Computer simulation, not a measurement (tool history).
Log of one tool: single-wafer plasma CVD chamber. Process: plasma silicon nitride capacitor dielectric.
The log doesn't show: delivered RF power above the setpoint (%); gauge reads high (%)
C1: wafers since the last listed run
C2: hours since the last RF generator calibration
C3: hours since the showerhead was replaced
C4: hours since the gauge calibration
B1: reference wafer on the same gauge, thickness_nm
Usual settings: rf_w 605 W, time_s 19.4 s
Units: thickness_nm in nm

run 1 day=0.000 | rf_w=605 time_s=19.4 | C1=0 C2=636.9 C3=5962.6 C4=207.1 | B1=37.506 | thickness_nm=32.184
run 2 day=2.592 | rf_w=605 time_s=19.4 | C1=1186 C2=699.1 C3=6024.8 C4=269.3 | B1=37.440 | thickness_nm=32.195
run 3 day=4.358 | rf_w=535 time_s=18.3 | C1=808 C2=741.5 C3=6067.2 C4=311.7 | B1=37.536 | thickness_nm=29.317
run 4 day=6.233 | rf_w=535 time_s=18.3 | C1=858 C2=786.5 C3=6112.2 C4=356.7 | B1=37.488 | thickness_nm=29.202
run 5 day=7.783 | rf_w=535 time_s=18.3 | C1=709 C2=823.7 C3=6149.4 C4=393.9 | B1=37.479 | thickness_nm=29.224
run 6 day=9.621 | rf_w=605 time_s=19.4 | C1=841 C2=867.8 C3=6193.5 C4=438.0 | B1=37.465 | thickness_nm=32.218
-- day=10.958 RF generator calibrated
run 7 day=18.250 | rf_w=605 time_s=19.4 | C1=3797 C2=175.0 C3=6400.6 C4=645.1 | B1=37.495 | thickness_nm=32.413
-- day=19.492 gauge calibrated
run 8 day=20.858 | rf_w=650 time_s=20.4 | C1=1193 C2=237.6 C3=6463.2 C4=32.8 | B1=37.532 | thickness_nm=34.677
-- day=22.096 showerhead replaced
run 9 day=22.954 | rf_w=535 time_s=18.3 | C1=806 C2=287.9 C3=20.6 C4=83.1 | B1=37.508 | thickness_nm=29.294
run 10 day=25.521 | rf_w=605 time_s=21.7 | C1=1174 C2=349.5 C3=82.2 C4=144.7 | B1=37.484 | thickness_nm=36.009
run 11 day=27.638 | rf_w=490 time_s=18.1 | C1=968 C2=400.3 C3=133.0 C4=195.5 | B1=37.499 | thickness_nm=28.349
run 12 day=30.588 | rf_w=535 time_s=19.4 | C1=1350 C2=471.1 C3=203.8 C4=266.3 | B1=37.514 | thickness_nm=31.131
run 13 day=32.683 | rf_w=560 time_s=19.4 | C1=959 C2=521.4 C3=254.1 C4=316.6 | B1=37.495 | thickness_nm=31.385
run 14 day=34.275 | rf_w=550 time_s=23.1 | C1=728 C2=559.6 C3=292.3 C4=354.8 | B1=37.482 | thickness_nm=37.209

5 ways to go on from here, each from the tool as it stands after run 14. What would each give?
run A day=34.292 | rf_w=605 time_s=18.2 | C1=7 C2=560.0 C3=292.7 C4=355.2 | B1=? | thickness_nm=?
run B day=34.292 | rf_w=605 time_s=23.1 | C1=7 C2=560.0 C3=292.7 C4=355.2 | B1=? | thickness_nm=?
run C day=34.292 | rf_w=665 time_s=21.9 | C1=7 C2=560.0 C3=292.7 C4=355.2 | B1=? | thickness_nm=?
run D day=34.292 | rf_w=530 time_s=17.1 | C1=7 C2=560.0 C3=292.7 C4=355.2 | B1=? | thickness_nm=?
run E day=34.292 | rf_w=570 time_s=19.4 | C1=7 C2=560.0 C3=292.7 C4=355.2 | B1=? | thickness_nm=?

run=A B1=37.483 thickness_nm=30.120
run=B B1=37.483 thickness_nm=38.229
run=C B1=37.483 thickness_nm=37.267
run=D B1=37.483 thickness_nm=27.220
run=E B1=37.483 thickness_nm=31.548
Without the tool's hidden state the same runs would have given:
run=A thickness_nm=30.906
run=B thickness_nm=39.227
run=C thickness_nm=38.239
run=D thickness_nm=27.930
run=E thickness_nm=32.371
